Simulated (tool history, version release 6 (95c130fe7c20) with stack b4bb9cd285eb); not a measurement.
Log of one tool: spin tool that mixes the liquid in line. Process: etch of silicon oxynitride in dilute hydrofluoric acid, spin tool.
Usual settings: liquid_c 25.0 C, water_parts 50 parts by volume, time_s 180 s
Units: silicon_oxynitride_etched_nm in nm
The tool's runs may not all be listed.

run     day  liquid_c  water_parts  time_s  wafers since the last listed run  hours since the thermometer was replaced  hours since the hydrofluoric acid flow meter was replaced  hours since the gauge calibration  read-back film thickness of the silicon oxynitride reference wafer, read on the same gauge (nm)  silicon_oxynitride_etched_nm
  1   0.000      21.5           40     180                                 0                                    1875.9                                                      757.6                              157.2                                                                                            29.99                          8.91
  2   0.646      21.5           40     180                               153                                    1891.4                                                      773.1                              172.7                                                                                            30.01                          8.93
  3   1.783      25.0           50     180                               269                                    1918.7                                                      800.4                              200.0                                                                                            29.98                          8.42
  4   5.117      23.0           50     180                               790                                    1998.7                                                      880.4                              280.0                                                                                            30.01                          7.63
      6.204  -- hydrofluoric acid flow meter replaced
  5   6.233      23.0           50     180                               254                                    2025.5                                                        0.7                              306.8                                                                                            29.98                          7.64
  6   6.896      25.0           50     180                               157                                    2041.4                                                       16.6                              322.7                                                                                            30.00                          8.51
      7.296  -- gauge calibrated
  7   8.212      25.0           50     180                               312                                    2073.0                                                       48.2                               22.0                                                                                            30.01                          8.41
  8   9.383      25.0           50     180                               277                                    2101.1                                                       76.3                               50.1                                                                                            29.97                          8.43
  9  10.558      26.5           70     215                               278                                    2129.3                                                      104.5                               78.3                                                                                            30.03                          7.58
 10  11.338      25.0           50     125                               184                                    2148.0                                                      123.2                               97.0                                                                                            30.00                          5.87
     11.854  -- thermometer replaced
 11  12.483      25.0           50     150                               261                                      15.1                                                      150.7                              124.5                                                                                            29.98                          7.03
 12  13.717      25.0           50     125                               292                                      44.7                                                      180.3                              154.1                                                                                            29.99                          5.86
 13  14.683      29.5           35     125                               229                                      67.9                                                      203.5                              177.3                                                                                            30.00                         10.53
 14  15.338      21.0           40      85                               155                                      83.6                                                      219.2                              193.0                                                                                            30.00                          4.10
 15  16.408      25.0           50     180                               253                                     109.3                                                      244.9                              218.7                                                                                            30.01                          8.50
 16  17.367      25.0           50     180                               227                                     132.3                                                      267.9                              241.7                                                                                            29.99                          8.42
 17  18.400      25.0           65     180                               244                                     157.1                                                      292.7                              266.5                                                                                            30.01                          6.40

Forecast each of these 4 alternatives for the next run:
  A  18.421      25.0           70     180                                 4                                     157.6                                                      293.2                              267.0                                                                                                ?                             ?
  B  18.421      26.5           35     180                                 4                                     157.6                                                      293.2                              267.0                                                                                                ?                             ?
  C  18.421      29.5           70     210                                 4                                     157.6                                                      293.2                              267.0                                                                                                ?                             ?
  D  18.421      26.5           70      75                                 4                                     157.6                                                      293.2                              267.0                                                                                                ?                             ?

run  read-back film thickness of the silicon oxynitride reference wafer, read on the same gauge (nm)  silicon_oxynitride_etched_nm
  A                                                                                            29.99                          5.93
  B                                                                                            29.99                         13.14
  C                                                                                            29.99                          8.54
  D                                                                                            29.99                          2.65
Without the tool's hidden state the same runs would have given:
run  silicon_oxynitride_etched_nm
  A                          5.93
  B                         13.14
  C                          8.54
  D                          2.65

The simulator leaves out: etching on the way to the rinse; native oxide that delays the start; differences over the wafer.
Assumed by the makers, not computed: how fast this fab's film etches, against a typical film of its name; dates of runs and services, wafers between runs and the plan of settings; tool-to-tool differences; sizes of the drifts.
